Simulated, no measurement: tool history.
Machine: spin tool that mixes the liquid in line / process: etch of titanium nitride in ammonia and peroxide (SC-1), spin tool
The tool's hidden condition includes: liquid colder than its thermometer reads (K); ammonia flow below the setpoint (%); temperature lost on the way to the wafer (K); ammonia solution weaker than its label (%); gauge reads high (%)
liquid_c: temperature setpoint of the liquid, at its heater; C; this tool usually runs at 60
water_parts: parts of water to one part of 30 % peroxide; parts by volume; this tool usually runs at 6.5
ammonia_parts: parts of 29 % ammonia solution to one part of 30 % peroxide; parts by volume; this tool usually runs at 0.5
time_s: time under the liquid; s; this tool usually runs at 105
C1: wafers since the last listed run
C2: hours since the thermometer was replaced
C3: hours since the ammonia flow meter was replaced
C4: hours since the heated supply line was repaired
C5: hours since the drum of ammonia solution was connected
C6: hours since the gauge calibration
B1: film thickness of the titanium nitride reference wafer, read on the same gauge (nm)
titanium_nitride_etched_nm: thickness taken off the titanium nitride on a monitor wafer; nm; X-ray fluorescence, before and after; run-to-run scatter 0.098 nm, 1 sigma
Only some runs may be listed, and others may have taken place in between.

run 1 hour=0 | liquid_c=60 water_parts=6.5 ammonia_parts=0.5 time_s=105 | C1=0 C2=521.9 C3=747.2 C4=3541.8 C5=191 C6=249.9 | B1=110.02 | titanium_nitride_etched_nm=14.81
run 2 hour=69 | liquid_c=60 water_parts=6.5 ammonia_parts=0.5 time_s=105 | C1=945 C2=590.9 C3=816.2 C4=3610.8 C5=260 C6=318.9 | B1=110 | titanium_nitride_etched_nm=14.55
-- hour=107 new drum of ammonia solution connected
run 3 hour=113.1 | liquid_c=60 water_parts=6.5 ammonia_parts=0.5 time_s=105 | C1=590 C2=635 C3=860.3 C4=3654.9 C5=6.1 C6=363 | B1=109.98 | titanium_nitride_etched_nm=15.04
run 4 hour=146.6 | liquid_c=60 water_parts=6.5 ammonia_parts=0.45 time_s=105 | C1=458 C2=668.5 C3=893.8 C4=3688.4 C5=39.6 C6=396.5 | B1=109.96 | titanium_nitride_etched_nm=14.69
run 5 hour=209.6 | liquid_c=60 water_parts=6.5 ammonia_parts=0.45 time_s=105 | C1=863 C2=731.5 C3=956.8 C4=3751.4 C5=102.6 C6=459.5 | B1=109.99 | titanium_nitride_etched_nm=14.54
run 6 hour=247.6 | liquid_c=60 water_parts=6.5 ammonia_parts=0.45 time_s=105 | C1=520 C2=769.5 C3=994.8 C4=3789.4 C5=140.6 C6=497.5 | B1=110.01 | titanium_nitride_etched_nm=14.48
run 7 hour=290.2 | liquid_c=60 water_parts=6.5 ammonia_parts=0.5 time_s=105 | C1=583 C2=812.1 C3=1037.4 C4=3832 C5=183.2 C6=540.1 | B1=109.98 | titanium_nitride_etched_nm=14.73
-- hour=348.8 new drum of ammonia solution connected
run 8 hour=349.3 | liquid_c=60 water_parts=6.5 ammonia_parts=0.5 time_s=105 | C1=795 C2=871.2 C3=1096.5 C4=3891.1 C5=0.5 C6=599.2 | B1=110.02 | titanium_nitride_etched_nm=15.03

Predict the results of run 9:
-- hour=359.4 heated supply line repaired
run 9 hour=372.5 | liquid_c=60 water_parts=8 ammonia_parts=0.45 time_s=165 | C1=304 C2=894.4 C3=1119.7 C4=13.1 C5=23.7 C6=622.4 | B1=? | titanium_nitride_etched_nm=?

B1: 110.02
titanium_nitride_etched_nm: 20.56 nm
Were there no unlogged condition in the tool, this run, its random variation unchanged, would have produced titanium_nitride_etched_nm 20.62 nm.

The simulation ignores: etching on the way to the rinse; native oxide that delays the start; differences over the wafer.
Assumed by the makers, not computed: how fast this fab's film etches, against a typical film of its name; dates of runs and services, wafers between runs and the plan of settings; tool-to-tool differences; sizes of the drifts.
